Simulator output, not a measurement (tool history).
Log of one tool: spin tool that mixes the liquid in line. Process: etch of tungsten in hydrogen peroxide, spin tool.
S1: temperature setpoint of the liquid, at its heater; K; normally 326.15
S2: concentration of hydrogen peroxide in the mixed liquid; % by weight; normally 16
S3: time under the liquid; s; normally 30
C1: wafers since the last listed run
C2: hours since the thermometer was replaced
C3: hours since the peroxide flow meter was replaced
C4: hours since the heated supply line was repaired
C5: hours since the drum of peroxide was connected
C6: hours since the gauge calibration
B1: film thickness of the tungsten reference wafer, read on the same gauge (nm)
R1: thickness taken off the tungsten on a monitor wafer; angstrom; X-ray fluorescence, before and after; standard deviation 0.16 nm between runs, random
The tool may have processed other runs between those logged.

{"run": 1, "hour": 0.0, "S1": 326.15, "S2": 16, "S3": 30, "C1": 0, "C2": 700.7, "C3": 1149.6, "C4": 1416.2, "C5": 326.5, "C6": 73.1, "B1": 79.99, "R1": 347.4}
{"run": 2, "hour": 14.5, "S1": 326.15, "S2": 16, "S3": 30, "C1": 194, "C2": 715.2, "C3": 1164.1, "C4": 1430.7, "C5": 341, "C6": 87.6, "B1": 79.98, "R1": 350}
{"run": 3, "hour": 28.3, "S1": 326.15, "S2": 16, "S3": 30, "C1": 184, "C2": 729, "C3": 1177.9, "C4": 1444.5, "C5": 354.8, "C6": 101.4, "B1": 80, "R1": 347.3}
{"run": 4, "hour": 40.3, "S1": 326.15, "S2": 16, "S3": 30, "C1": 160, "C2": 741, "C3": 1189.9, "C4": 1456.5, "C5": 366.8, "C6": 113.4, "B1": 79.99, "R1": 344.3}
{"run": 5, "hour": 48.2, "S1": 326.15, "S2": 16, "S3": 30, "C1": 105, "C2": 748.9, "C3": 1197.8, "C4": 1464.4, "C5": 374.7, "C6": 121.3, "B1": 80.01, "R1": 346}
{"run": 6, "hour": 60.8, "S1": 326.15, "S2": 16, "S3": 30, "C1": 168, "C2": 761.5, "C3": 1210.4, "C4": 1477, "C5": 387.3, "C6": 133.9, "B1": 79.96, "R1": 345.3}
{"run": 7, "hour": 74.2, "S1": 326.15, "S2": 16, "S3": 30, "C1": 179, "C2": 774.9, "C3": 1223.8, "C4": 1490.4, "C5": 400.7, "C6": 147.3, "B1": 80, "R1": 344.7}
{"hour": 90.2, "done": "new drum of peroxide connected"}
{"hour": 104.2, "done": "thermometer replaced"}
{"hour": 104.7, "done": "gauge calibrated"}
{"run": 8, "hour": 125.7, "S1": 326.15, "S2": 16, "S3": 30, "C1": 663, "C2": 21.5, "C3": 1275.3, "C4": 1541.9, "C5": 35.5, "C6": 21, "B1": 80.02, "R1": 342.2}
{"run": 9, "hour": 132.2, "S1": 322.65, "S2": 12.5, "S3": 30, "C1": 87, "C2": 28, "C3": 1281.8, "C4": 1548.4, "C5": 42, "C6": 27.5, "B1": 80, "R1": 242.2}
{"hour": 140.7, "done": "heated supply line repaired"}
{"run": 10, "hour": 147.4, "S1": 326.15, "S2": 16, "S3": 30, "C1": 190, "C2": 43.2, "C3": 1297, "C4": 6.7, "C5": 57.2, "C6": 42.7, "B1": 80.03, "R1": 434.8}
{"hour": 149.0, "done": "peroxide flow meter replaced"}
{"run": 11, "hour": 161.7, "S1": 326.15, "S2": 14, "S3": 20, "C1": 178, "C2": 57.5, "C3": 12.7, "C4": 21, "C5": 71.5, "C6": 57, "B1": 79.99, "R1": 270.7}
{"run": 12, "hour": 168.9, "S1": 321.65, "S2": 12, "S3": 15, "C1": 96, "C2": 64.7, "C3": 19.9, "C4": 28.2, "C5": 78.7, "C6": 64.2, "B1": 80, "R1": 142.4}
{"run": 13, "hour": 183.2, "S1": 326.15, "S2": 16, "S3": 35, "C1": 191, "C2": 79, "C3": 34.2, "C4": 42.5, "C5": 93, "C6": 78.5, "B1": 80, "R1": 501.6}
{"run": 14, "hour": 199.7, "S1": 326.15, "S2": 16, "S3": 40, "C1": 221, "C2": 95.5, "C3": 50.7, "C4": 59, "C5": 109.5, "C6": 95, "B1": 80.04, "R1": 569.5}
{"run": 15, "hour": 216.7, "S1": 326.15, "S2": 16, "S3": 30, "C1": 227, "C2": 112.5, "C3": 67.7, "C4": 76, "C5": 126.5, "C6": 112, "B1": 80.01, "R1": 427.8}
{"run": 16, "hour": 233.4, "S1": 317.15, "S2": 16, "S3": 30, "C1": 223, "C2": 129.2, "C3": 84.4, "C4": 92.7, "C5": 143.2, "C6": 128.7, "B1": 80.05, "R1": 244.6}
{"run": 17, "hour": 244.6, "S1": 326.15, "S2": 16, "S3": 30, "C1": 150, "C2": 140.4, "C3": 95.6, "C4": 103.9, "C5": 154.4, "C6": 139.9, "B1": 80, "R1": 427}

Here are 3 independent what-if runs from the current tool condition. What would each one return?
{"run": "A", "hour": 245.0, "S1": 326.15, "S2": 16, "S3": 30, "C1": 5, "C2": 140.8, "C3": 96, "C4": 104.3, "C5": 154.8, "C6": 140.3, "B1": "?", "R1": "?"}
{"run": "B", "hour": 245.0, "S1": 326.15, "S2": 19, "S3": 30, "C1": 5, "C2": 140.8, "C3": 96, "C4": 104.3, "C5": 154.8, "C6": 140.3, "B1": "?", "R1": "?"}
{"run": "C", "hour": 245.0, "S1": 320.65, "S2": 19, "S3": 30, "C1": 5, "C2": 140.8, "C3": 96, "C4": 104.3, "C5": 154.8, "C6": 140.3, "B1": "?", "R1": "?"}

run=A B1=79.99 R1=427.4
run=B B1=79.99 R1=465.7
run=C B1=79.99 R1=332.7
Had the tool no hidden state, the same runs would have come out as:
run=A R1=437.3
run=B R1=476.5
run=C R1=340.6
